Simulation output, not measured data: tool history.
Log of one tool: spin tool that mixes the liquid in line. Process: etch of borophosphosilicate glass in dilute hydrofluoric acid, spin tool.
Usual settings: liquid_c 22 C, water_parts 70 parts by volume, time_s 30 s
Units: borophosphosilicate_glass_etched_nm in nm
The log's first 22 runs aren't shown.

run    hour  liquid_c  water_parts  time_s  wafers since the last listed run  hours since the thermometer was replaced  hours since the hydrofluoric acid flow meter was replaced  hours since the gauge calibration  read-back film thickness of the borophosphosilicate glass reference wafer, read on the same gauge (nm)  borophosphosilicate_glass_etched_nm
 23  1038.3        22           70      40                               866                                     310.4                                                      188.7                              691.9                                                                                                   39.98                                27.17
 24  1077.8        22           70      30                               487                                     349.9                                                      228.2                              731.4                                                                                                   40.03                                20.46
 25  1102.8        22           85      30                               308                                     374.9                                                      253.2                              756.4                                                                                                      40                                16.14
 26  1173.2        22          100      30                               868                                     445.3                                                      323.6                              826.8                                                                                                      40                                13.69
 27  1209.1      23.5           70      30                               443                                     481.2                                                      359.5                              862.7                                                                                                   39.98                                21.48
 28  1273.6        22           70      30                               796                                     545.7                                                        424                              927.2                                                                                                      40                                20.38
 29  1300.5        22           70      30                               332                                     572.6                                                      450.9                              954.1                                                                                                      40                                20.82
 30  1327.3        22           70      30                               330                                     599.4                                                      477.7                              980.9                                                                                                   39.98                                20.17
 31  1390.7        22           70      30                               782                                     662.8                                                      541.1                             1044.3                                                                                                   40.02                                20.75

Forecast each of these 5 alternatives for the next run:
  A  1391.1        22           70      30                                 4                                     663.2                                                      541.5                             1044.7                                                                                                       ?                                    ?
  B  1391.1      20.5           80      45                                 4                                     663.2                                                      541.5                             1044.7                                                                                                       ?                                    ?
  C  1391.1      25.5           70      20                                 4                                     663.2                                                      541.5                             1044.7                                                                                                       ?                                    ?
  D  1391.1        22           50      15                                 4                                     663.2                                                      541.5                             1044.7                                                                                                       ?                                    ?
  E  1391.1        25           70      40                                 4                                     663.2                                                      541.5                             1044.7                                                                                                       ?                                    ?

run  read-back film thickness of the borophosphosilicate glass reference wafer, read on the same gauge (nm)  borophosphosilicate_glass_etched_nm
  A                                                                                                   39.98                                20.89
  B                                                                                                   39.98                                25.47
  C                                                                                                   39.98                                16.03
  D                                                                                                   39.98                                   15
  E                                                                                                   39.98                                31.43
Without the tool's hidden state the same runs would have given:
run  borophosphosilicate_glass_etched_nm
  A                                19.97
  B                                24.35
  C                                15.35
  D                                14.33
  E                                30.09
